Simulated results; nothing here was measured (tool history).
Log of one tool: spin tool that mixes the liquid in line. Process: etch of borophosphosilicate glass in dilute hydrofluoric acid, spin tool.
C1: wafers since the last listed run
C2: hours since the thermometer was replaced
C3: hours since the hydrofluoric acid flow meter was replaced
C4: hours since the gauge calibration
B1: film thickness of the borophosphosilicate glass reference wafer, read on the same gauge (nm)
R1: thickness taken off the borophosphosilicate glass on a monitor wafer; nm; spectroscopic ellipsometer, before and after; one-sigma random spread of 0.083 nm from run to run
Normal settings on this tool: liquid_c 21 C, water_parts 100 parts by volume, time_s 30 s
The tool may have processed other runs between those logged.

run 1 day=0 | liquid_c=21 water_parts=100 time_s=30 | C1=0 C2=1239.9 C3=313.6 C4=523.9 | B1=69.97 | R1=9.22
run 2 day=1.592 | liquid_c=21 water_parts=100 time_s=30 | C1=428 C2=1278.1 C3=351.8 C4=562.1 | B1=70.03 | R1=9.48
run 3 day=5.704 | liquid_c=21 water_parts=100 time_s=30 | C1=1107 C2=1376.8 C3=450.5 C4=660.8 | B1=70.02 | R1=9.77
-- day=8.1 hydrofluoric acid flow meter replaced
run 4 day=9.158 | liquid_c=21 water_parts=100 time_s=30 | C1=919 C2=1459.7 C3=25.4 C4=743.7 | B1=70 | R1=8.91
run 5 day=12 | liquid_c=23 water_parts=100 time_s=30 | C1=765 C2=1527.9 C3=93.6 C4=811.9 | B1=69.99 | R1=9.66
run 6 day=14.267 | liquid_c=21 water_parts=100 time_s=30 | C1=610 C2=1582.3 C3=148 C4=866.3 | B1=70 | R1=8.93
run 7 day=16.621 | liquid_c=21 water_parts=100 time_s=30 | C1=634 C2=1638.8 C3=204.5 C4=922.8 | B1=69.97 | R1=9.1
run 8 day=19.792 | liquid_c=21 water_parts=120 time_s=30 | C1=854 C2=1714.9 C3=280.6 C4=998.9 | B1=70.02 | R1=7.41
run 9 day=22.688 | liquid_c=21 water_parts=120 time_s=30 | C1=780 C2=1784.4 C3=350.1 C4=1068.4 | B1=70 | R1=7.51
-- day=26.304 gauge calibrated
run 10 day=27.042 | liquid_c=18.5 water_parts=100 time_s=30 | C1=1172 C2=1888.9 C3=454.6 C4=17.7 | B1=70 | R1=8.51
-- day=28.896 hydrofluoric acid flow meter replaced
run 11 day=29.25 | liquid_c=21 water_parts=100 time_s=15 | C1=583 C2=1941.9 C3=8.5 C4=70.7 | B1=70.03 | R1=4.34
-- day=31.371 thermometer replaced
run 12 day=32.017 | liquid_c=23.5 water_parts=120 time_s=30 | C1=734 C2=15.5 C3=74.9 C4=137.1 | B1=70 | R1=8.68
run 13 day=35.717 | liquid_c=21 water_parts=135 time_s=30 | C1=996 C2=104.3 C3=163.7 C4=225.9 | B1=70.02 | R1=6.92
run 14 day=39.7 | liquid_c=22.5 water_parts=135 time_s=45 | C1=1073 C2=199.9 C3=259.3 C4=321.5 | B1=69.95 | R1=10.93
run 15 day=43.029 | liquid_c=21 water_parts=100 time_s=30 | C1=896 C2=279.8 C3=339.2 C4=401.4 | B1=69.96 | R1=9.71
run 16 day=44.567 | liquid_c=21 water_parts=75 time_s=30 | C1=414 C2=316.7 C3=376.1 C4=438.3 | B1=69.99 | R1=13.43
run 17 day=46.458 | liquid_c=23.5 water_parts=115 time_s=15 | C1=509 C2=362.1 C3=421.5 C4=483.7 | B1=70.01 | R1=4.76
run 18 day=50.829 | liquid_c=19 water_parts=120 time_s=20 | C1=1177 C2=467 C3=526.4 C4=588.6 | B1=70 | R1=5.1
-- day=51.129 hydrofluoric acid flow meter replaced
run 19 day=53.167 | liquid_c=23.5 water_parts=120 time_s=30 | C1=618 C2=523.1 C3=48.9 C4=644.7 | B1=69.99 | R1=8.28
run 20 day=55.279 | liquid_c=17 water_parts=85 time_s=15 | C1=569 C2=573.8 C3=99.6 C4=695.4 | B1=69.99 | R1=4.7
run 21 day=59.354 | liquid_c=21 water_parts=100 time_s=45 | C1=1097 C2=671.6 C3=197.4 C4=793.2 | B1=70.01 | R1=14.19
-- day=71.933 hydrofluoric acid flow meter replaced
run 22 day=72.133 | liquid_c=21 water_parts=100 time_s=30 | C1=3431 C2=978.3 C3=4.8 C4=1099.9 | B1=69.98 | R1=9.03
run 23 day=75.396 | liquid_c=19 water_parts=100 time_s=30 | C1=878 C2=1056.6 C3=83.1 C4=1178.2 | B1=70 | R1=8.33
-- day=75.617 gauge calibrated
run 24 day=86.446 | liquid_c=25 water_parts=60 time_s=35 | C1=2976 C2=1321.8 C3=348.3 C4=259.9 | B1=69.96 | R1=22.63

Branching from run 24: 5 alternative next runs. What would each branch give?
run A day=86.462 | liquid_c=24 water_parts=100 time_s=30 | C1=4 C2=1322.2 C3=348.7 C4=260.3 | B1=? | R1=?
run B day=86.462 | liquid_c=21 water_parts=120 time_s=15 | C1=4 C2=1322.2 C3=348.7 C4=260.3 | B1=? | R1=?
run C day=86.462 | liquid_c=18 water_parts=135 time_s=30 | C1=4 C2=1322.2 C3=348.7 C4=260.3 | B1=? | R1=?
run D day=86.462 | liquid_c=23 water_parts=125 time_s=40 | C1=4 C2=1322.2 C3=348.7 C4=260.3 | B1=? | R1=?
run E day=86.462 | liquid_c=25 water_parts=100 time_s=30 | C1=4 C2=1322.2 C3=348.7 C4=260.3 | B1=? | R1=?

run=A B1=70.01 R1=10.79
run=B B1=70.01 R1=3.9
run=C B1=70.01 R1=6.03
run=D B1=70.01 R1=10.76
run=E B1=70.01 R1=11.24
Had the tool no hidden state, the same runs would have come out as:
run=A R1=10.61
run=B R1=3.83
run=C R1=5.94
run=D R1=10.56
run=E R1=11.04
